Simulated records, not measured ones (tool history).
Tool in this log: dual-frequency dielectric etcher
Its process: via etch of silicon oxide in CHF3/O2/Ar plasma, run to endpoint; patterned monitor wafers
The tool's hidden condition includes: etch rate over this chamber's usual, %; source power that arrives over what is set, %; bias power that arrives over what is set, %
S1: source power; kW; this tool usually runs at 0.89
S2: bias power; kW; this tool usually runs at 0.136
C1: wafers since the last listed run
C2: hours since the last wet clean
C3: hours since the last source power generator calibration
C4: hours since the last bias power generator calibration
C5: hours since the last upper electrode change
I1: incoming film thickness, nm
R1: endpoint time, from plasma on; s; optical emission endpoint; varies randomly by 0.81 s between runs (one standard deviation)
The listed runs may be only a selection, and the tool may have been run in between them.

run	hour	S1	S2	C1	C2	C3	C4	C5	I1	R1
1	0	0.97	0.158	0	6.5	3270.9	376.7	1426.6	623.9	235.8
2	63.9	0.89	0.136	370	70.4	3334.8	440.6	1490.5	629.6	258.9
3	132.5	0.89	0.116	398	139	3403.4	509.2	1559.1	635	280.7
# hour 150: source power generator calibrated
4	190.8	0.89	0.116	315	197.3	40.8	567.5	1617.4	627.6	277.2
5	258.4	0.89	0.116	392	264.9	108.4	635.1	1685	618.9	272.8
6	325.3	0.89	0.136	388	331.8	175.3	702	1751.9	628.7	261.2
7	355.4	0.89	0.136	174	361.9	205.4	732.1	1782	626	258.6
8	414.5	0.89	0.136	343	421	264.5	791.2	1841.1	623.7	258
9	465.8	0.89	0.111	297	472.3	315.8	842.5	1892.4	630.5	285.4
# hour 521.6: wet clean of the chamber
10	522.1	0.89	0.136	187	0.5	372.1	898.8	1948.7	626.7	260.6
11	544.9	0.89	0.136	132	23.3	394.9	921.6	1971.5	627.6	259.1
# hour 569.6: upper electrode replaced
12	578.3	0.89	0.136	54	56.7	428.3	955	8.7	624.4	258.2
13	620.9	0.89	0.136	247	99.3	470.9	997.6	51.3	624.4	257.5
14	656.1	0.78	0.154	204	134.5	506.1	1032.8	86.5	627.8	257.6
15	685.7	0.97	0.169	171	164.1	535.7	1062.4	116.1	625.5	229.9
16	730	0.68	0.118	257	208.4	580	1106.7	160.4	627	299.9
17	763.9	0.89	0.136	196	242.3	613.9	1140.6	194.3	636.4	263.9
18	823.7	0.89	0.116	347	302.1	673.7	1200.4	254.1	625.3	276.2
19	852.9	1.04	0.136	169	331.3	702.9	1229.6	283.3	627.5	247.7
20	896.7	0.78	0.15	254	375.1	746.7	1273.4	327.1	628.6	259.5
21	928.2	0.89	0.136	182	406.6	778.2	1304.9	358.6	630.6	260.9
# hour 959.1: bias power generator calibrated
22	996	0.89	0.112	370	474.4	846	36.9	426.4	629.3	286.4
# hour 1085.8: wet clean of the chamber
23	1086.3	0.89	0.136	384	0.5	936.3	127.2	516.7	631.8	266.5
24	1138	0.79	0.116	300	52.2	988	178.9	568.4	624.6	293
25	1178.1	0.89	0.136	232	92.3	1028.1	219	608.5	628	263.6
26	1209.1	0.74	0.122	179	123.3	1059.1	250	639.5	629.9	293.3
# hour 1251.4: bias power generator calibrated, repeated, since the last time left the tool worse
27	1278.1	0.69	0.113	377	192.3	1128.1	26.7	708.5	626.6	298.5
28	1337	0.81	0.153	341	251.2	1187	85.6	767.4	629.9	252.4
29	1391.2	0.81	0.136	314	305.4	1241.2	139.8	821.6	634.6	267.3
30	1449.9	0.89	0.113	340	364.1	1299.9	198.5	880.3	624.8	278

Expected results for the next run?
31	1504.6	0.89	0.136	317	418.8	1354.6	253.2	935	630.4	?

For run 31 the tool returned R1 260.2 s.
The same run, on a tool lacking any hidden state, would have yielded R1 258.5 s.

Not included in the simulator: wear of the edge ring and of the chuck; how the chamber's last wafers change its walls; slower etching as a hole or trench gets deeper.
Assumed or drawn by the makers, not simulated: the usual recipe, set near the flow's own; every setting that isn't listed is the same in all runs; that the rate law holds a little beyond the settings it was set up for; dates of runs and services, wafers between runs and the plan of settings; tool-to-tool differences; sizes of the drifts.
